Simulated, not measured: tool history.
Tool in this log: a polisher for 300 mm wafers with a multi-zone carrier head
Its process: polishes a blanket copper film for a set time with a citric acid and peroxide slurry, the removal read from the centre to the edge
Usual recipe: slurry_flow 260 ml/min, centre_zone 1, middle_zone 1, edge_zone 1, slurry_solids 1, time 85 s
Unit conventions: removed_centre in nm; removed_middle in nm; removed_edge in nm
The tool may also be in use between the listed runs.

run     day  slurry_flow  centre_zone  middle_zone  edge_zone  slurry_solids  time  incoming thickness of the incoming film, nm  removed_centre  removed_middle  removed_edge
  1       0          260            1            1          1              1    85                                        689.7           125.8           122.9         130.4
      0.646  -- edge zone pressure recalibrated
  2   1.633          260            1            1          1              1    85                                        682.3           127.7           121.1         129.7
  3   3.046          260            1            1          1              1    85                                        680.7           124.5           119.7         130.9
  4   5.362          260            1            1          1              1    85                                        690.8           123.1             119         131.5
  5   6.775          260            1            1          1            0.9    85                                          676           120.1           115.5         123.7
  6   8.162          260            1            1          1            0.9    85                                        677.8           116.9           112.9         125.8
      9.254  -- worn pad replaced by a new one
  7   9.583          305            1            1       0.92            1.3   115                                        686.5           183.2           176.9         182.3
     11.092  -- slurry nozzle cleaned
  8  12.062          260         1.04         1.07          1              1    85                                        677.2           133.5           134.6         134.7
  9   13.65          220         0.91         0.93          1              1    95                                        687.9           128.2           127.1         146.2
 10  14.788          260         0.95            1          1              1    63                                        666.7            89.5            91.8          96.4
 11  17.517          260            1         0.93       0.89            0.8    85                                          685           116.7           106.4           118
     18.262  -- edge zone pressure recalibrated
 12  20.312          260            1            1       0.92              1    85                                        683.4           129.9           124.5         127.3
     22.375  -- carrier head's membrane replaced by a new one
     22.833  -- worn pad replaced by a new one
 13  23.262          260            1            1          1              1    64                                        686.2              96            94.3          99.1
 14  25.846          260            1            1          1              1    85                                        679.6           127.7           122.1         130.1
 15  28.762          260         0.96            1          1              1    85                                        673.8           118.6           118.4         127.5
     30.238  -- centre zone pressure recalibrated
 16  30.921          260          1.1            1          1              1   105                                        679.8           166.8           146.7         158.3
 17  32.408          260         1.06         1.04       1.07            1.2    85                                        681.9           135.6           126.2         140.9
 18  33.617          260            1            1          1              1    85                                          683           118.5           117.8         126.8
      34.75  -- worn pad replaced by a new one
     35.329  -- edge zone pressure recalibrated
 19  35.425          260            1            1          1            1.1    85                                        667.4           121.1           120.1         129.4
     36.717  -- slurry nozzle cleaned
 20  38.054          260            1            1          1            1.3    85                                          680           141.4           134.7         146.9
 21    40.8          260         0.94         1.06          1              1    85                                        680.2           118.4           129.7         130.9

Difference, measured minus no-hidden-state, one row per run. Run-to-run variation is common to both terms; the gauge's own scatter need not be:
Unlogged tool condition in this case: removal rate lost through wear of the pad, %; slurry flow missing at the pad, %; deviation of the centre zone's pressure from its setpoint, %; deviation of the edge zone's pressure from its setpoint, %.
run  removed_centre  removed_middle  removed_edge
  1            -2.6            -2.2          -1.8
  2            -3.1            -2.7          -2.2
  3            -3.6            -3.2          -2.6
  4            -4.7            -4.1          -3.4
  5            -5.5            -4.7          -3.7
  6            -6.2            -5.4          -4.5
  7             -10            -8.7          -6.7
  8            -0.5            -0.5          -0.4
  9            -0.7            -0.6          -0.5
 10            -0.5            -0.5          -0.3
 11            -0.8            -0.8          -0.6
 12            -1.4            -1.2            -1
 13            -1.6            -1.5          -1.1
 14              -3            -2.7          -2.2
 15            -4.2            -3.8            -3
 16            -7.7            -6.1          -4.9
 17            -7.5            -6.3          -5.2
 18            -7.7            -6.8          -5.4
 19            -9.8            -8.7          -6.9
 20            -0.7            -0.6          -0.5
 21            -0.8            -0.7          -0.5
